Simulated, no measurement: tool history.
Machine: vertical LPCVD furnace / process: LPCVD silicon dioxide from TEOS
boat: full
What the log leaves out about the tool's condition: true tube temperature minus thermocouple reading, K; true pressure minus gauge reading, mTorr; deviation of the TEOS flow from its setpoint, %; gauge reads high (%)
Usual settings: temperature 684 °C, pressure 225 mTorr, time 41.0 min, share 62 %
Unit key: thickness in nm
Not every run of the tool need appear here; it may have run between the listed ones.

run,hour,temperature,pressure,time,share,wafers since the last listed run,hours since the last temperature calibration,hours since the pressure gauge was zeroed,hours since the TEOS flow controller was replaced,hours since the gauge calibration,"read-back reference wafer on the same gauge, thickness",thickness
1,0.0,684,225,41.0,62,0,3359.3,2889.1,4442.8,1871.9,169.80,161.65
2,54.5,684,225,41.0,62,1181,3413.8,2943.6,4497.3,1926.4,170.03,161.42
3,82.6,684,225,41.0,62,609,3441.9,2971.7,4525.4,1954.5,169.77,161.75
4,140.5,684,225,41.0,62,1255,3499.8,3029.6,4583.3,2012.4,169.82,160.93
5,192.3,684,225,41.0,62,1122,3551.6,3081.4,4635.1,2064.2,170.21,162.68
6,226.6,684,225,41.0,62,743,3585.9,3115.7,4669.4,2098.5,170.24,162.31
# hour 235.6: gauge calibrated
# hour 273.1: TEOS flow controller replaced
7,431.7,688,185,41.0,62,3925,3791.0,3320.8,158.6,196.1,170.21,161.04
8,499.7,684,225,41.0,62,1473,3859.0,3388.8,226.6,264.1,169.92,163.85
9,548.4,684,225,41.0,62,1055,3907.7,3437.5,275.3,312.8,169.92,161.90
10,575.9,684,225,41.0,53,596,3935.2,3465.0,302.8,340.3,170.32,150.03
11,600.7,688,225,41.0,62,537,3960.0,3489.8,327.6,365.1,170.08,179.20
12,633.8,684,225,54.0,62,717,3993.1,3522.9,360.7,398.2,169.92,215.17
# hour 694.9: pressure gauge zeroed
13,695.4,673,205,41.0,73,814,4054.7,0.5,422.3,459.8,170.21,132.50
14,716.0,684,225,41.0,62,446,4075.3,21.1,442.9,480.4,170.07,166.82
15,787.3,674,225,29.5,66,1545,4146.6,92.4,514.2,551.7,169.95,98.66
16,854.4,684,225,41.0,62,1454,4213.7,159.5,581.3,618.8,170.12,166.83
# hour 1007.2: thermocouples replaced and temperature profile calibrated
17,1069.0,688,185,41.0,62,4131,61.8,374.1,795.9,833.4,169.91,158.32
18,1115.2,684,225,41.0,58,1001,108.0,420.3,842.1,879.6,169.93,153.18
19,1151.3,684,225,41.0,52,782,144.1,456.4,878.2,915.7,169.85,145.22
20,1192.6,684,200,41.0,62,895,185.4,497.7,919.5,957.0,169.89,149.76
21,1253.0,684,225,41.0,67,1309,245.8,558.1,979.9,1017.4,170.25,163.66
22,1318.1,684,225,41.0,62,1411,310.9,623.2,1045.0,1082.5,170.08,159.34
23,1345.6,684,225,46.0,62,596,338.4,650.7,1072.5,1110.0,169.94,178.30
24,1389.5,674,280,48.5,54,951,382.3,694.6,1116.4,1153.9,170.06,152.80
25,1415.1,672,225,49.5,62,554,407.9,720.2,1142.0,1179.5,169.89,143.49
26,1465.8,687,170,56.0,73,1098,458.6,770.9,1192.7,1230.2,170.10,217.49
27,1504.4,674,280,48.5,54,836,497.2,809.5,1231.3,1268.8,170.17,152.66
28,1556.8,684,225,45.5,52,1135,549.6,861.9,1283.7,1321.2,169.91,159.59
29,1620.6,694,200,55.5,51,1382,613.4,925.7,1347.5,1385.0,170.14,231.89
30,1666.5,684,225,41.0,62,994,659.3,971.6,1393.4,1430.9,169.87,158.13
31,1733.2,680,245,41.0,62,1445,726.0,1038.3,1460.1,1497.6,169.96,150.15

Give the tool's hidden conditions for every run:
deviation of the TEOS flow from its setpoint, %: 0 on each run
gauge reads high (%): 0 on each run
H1: true tube temperature minus thermocouple reading, K
H2: true pressure minus gauge reading, mTorr
run,H1,H2
1,1.82,-10.6
2,1.86,-10.8
3,1.88,-10.9
4,1.93,-11.1
5,1.98,-11.3
6,2.01,-11.4
7,2.19,-12.1
8,2.25,-12.3
9,2.3,-12.5
10,2.32,-12.6
11,2.35,-12.7
12,2.38,-12.8
13,2.44,-0.954
14,2.46,-1.02
15,2.53,-1.27
16,2.6,-1.5
17,0.279,-2.24
18,0.28,-2.39
19,0.281,-2.52
20,0.283,-2.66
21,0.286,-2.87
22,0.29,-3.09
23,0.292,-3.18
24,0.296,-3.33
25,0.299,-3.42
26,0.304,-3.6
27,0.308,-3.73
28,0.315,-3.91
29,0.324,-4.13
30,0.331,-4.29
31,0.342,-4.51

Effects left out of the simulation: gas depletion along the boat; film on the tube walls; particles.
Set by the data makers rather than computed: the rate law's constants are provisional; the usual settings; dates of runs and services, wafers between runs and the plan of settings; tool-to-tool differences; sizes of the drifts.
